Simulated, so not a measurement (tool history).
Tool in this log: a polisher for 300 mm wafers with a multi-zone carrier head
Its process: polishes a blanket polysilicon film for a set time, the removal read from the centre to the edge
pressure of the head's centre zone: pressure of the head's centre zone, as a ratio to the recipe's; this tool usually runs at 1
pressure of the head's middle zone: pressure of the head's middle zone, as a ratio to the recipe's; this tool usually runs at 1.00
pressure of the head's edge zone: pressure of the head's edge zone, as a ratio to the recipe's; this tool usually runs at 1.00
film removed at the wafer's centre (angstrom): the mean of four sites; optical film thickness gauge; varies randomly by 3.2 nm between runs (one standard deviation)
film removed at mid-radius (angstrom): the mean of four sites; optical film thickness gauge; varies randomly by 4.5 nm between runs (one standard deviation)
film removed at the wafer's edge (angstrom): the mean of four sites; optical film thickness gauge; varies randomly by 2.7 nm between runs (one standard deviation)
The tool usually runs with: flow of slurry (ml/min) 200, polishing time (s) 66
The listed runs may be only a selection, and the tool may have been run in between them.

run	hour	flow of slurry (ml/min)	pressure of the head's centre zone	pressure of the head's middle zone	pressure of the head's edge zone	polishing time (s)	wafers since the last listed run	wafers polished on this pad	hours since the slurry nozzle was cleaned	hours since the centre zone pressure was calibrated	hours since the edge zone pressure was calibrated	hours since the carrier head's membrane was replaced	incoming thickness of the incoming film, nm	film removed at the wafer's centre (angstrom)	film removed at mid-radius (angstrom)	film removed at the wafer's edge (angstrom)
1	0.0	230	1	1.00	1.00	66	0	666	317.5	407.6	792.7	1606.7	1854.3	3168	3398	3422
# hour 54.4: slurry nozzle cleaned
2	72.9	230	1	1.00	1.00	66	919	1586	18.5	480.5	865.6	1679.6	1839.9	3069	3422	3392
3	113.8	200	1	1.00	0.95	66	523	2109	59.4	521.4	906.5	1720.5	1833.2	3032	3326	3307
4	216.5	200	1	1.00	1.00	71	1313	3423	162.1	624.1	1009.2	1823.2	1856.7	3187	3630	3654
# hour 311.8: worn pad replaced by a new one
5	322.3	200	1	1.00	1.00	71	1302	133	267.9	729.9	1115.0	1929.0	1858.9	3149	3569	3588
6	429.4	200	1	0.92	1.00	66	1370	1504	375.0	837.0	1222.1	2036.1	1861.9	2893	3114	3310
7	491.8	200	1	1.00	1.00	66	798	2302	437.4	899.4	1284.5	2098.5	1864.8	2835	3455	3361
# hour 502.0: carrier head's membrane replaced by a new one
# hour 507.1: slurry nozzle cleaned
8	537.1	200	1	1.00	1.00	66	502	2805	30.0	944.7	1329.8	35.1	1823.8	2814	3298	3405
# hour 562.4: centre zone pressure recalibrated
9	611.8	200	1	1.00	1.00	66	930	3735	104.7	49.4	1404.5	109.8	1838.9	3165	3415	3346
# hour 626.2: worn pad replaced by a new one
10	662.1	200	1	1.00	1.00	66	592	459	155.0	99.7	1454.8	160.1	1830.8	3273	3310	3350
11	729.2	150	1	1.04	1.05	43	858	1318	222.1	166.8	1521.9	227.2	1832.1	1901	2156	2133
# hour 779.2: edge zone pressure recalibrated
12	835.0	200	1	1.00	1.00	66	1328	2646	327.9	272.6	55.8	333.0	1830.2	3115	3299	3345
13	880.9	200	1	1.00	1.00	71	587	3233	373.8	318.5	101.7	378.9	1830.6	3351	3598	3560
14	938.8	200	1	1.00	1.00	66	740	3974	431.7	376.4	159.6	436.8	1825.1	3113	3332	3387
# hour 958.1: slurry nozzle cleaned
# hour 995.3: worn pad replaced by a new one
15	1037.3	200	1	1.00	0.93	66	1196	537	79.2	474.9	258.1	535.3	1805.0	3013	3373	3298

Forecast run 16:
16	1108.7	170	1	0.97	1.00	59	913	1450	150.6	546.3	329.5	606.7	1822.9	?	?	?

Run 16 gave film removed at the wafer's centre (angstrom) 2597, film removed at mid-radius (angstrom) 2832, film removed at the wafer's edge (angstrom) 2985.
With the hidden condition absent and the run-to-run variation left alone, this run would have shown film removed at the wafer's centre (angstrom) 2858, film removed at mid-radius (angstrom) 2831, film removed at the wafer's edge (angstrom) 2985.
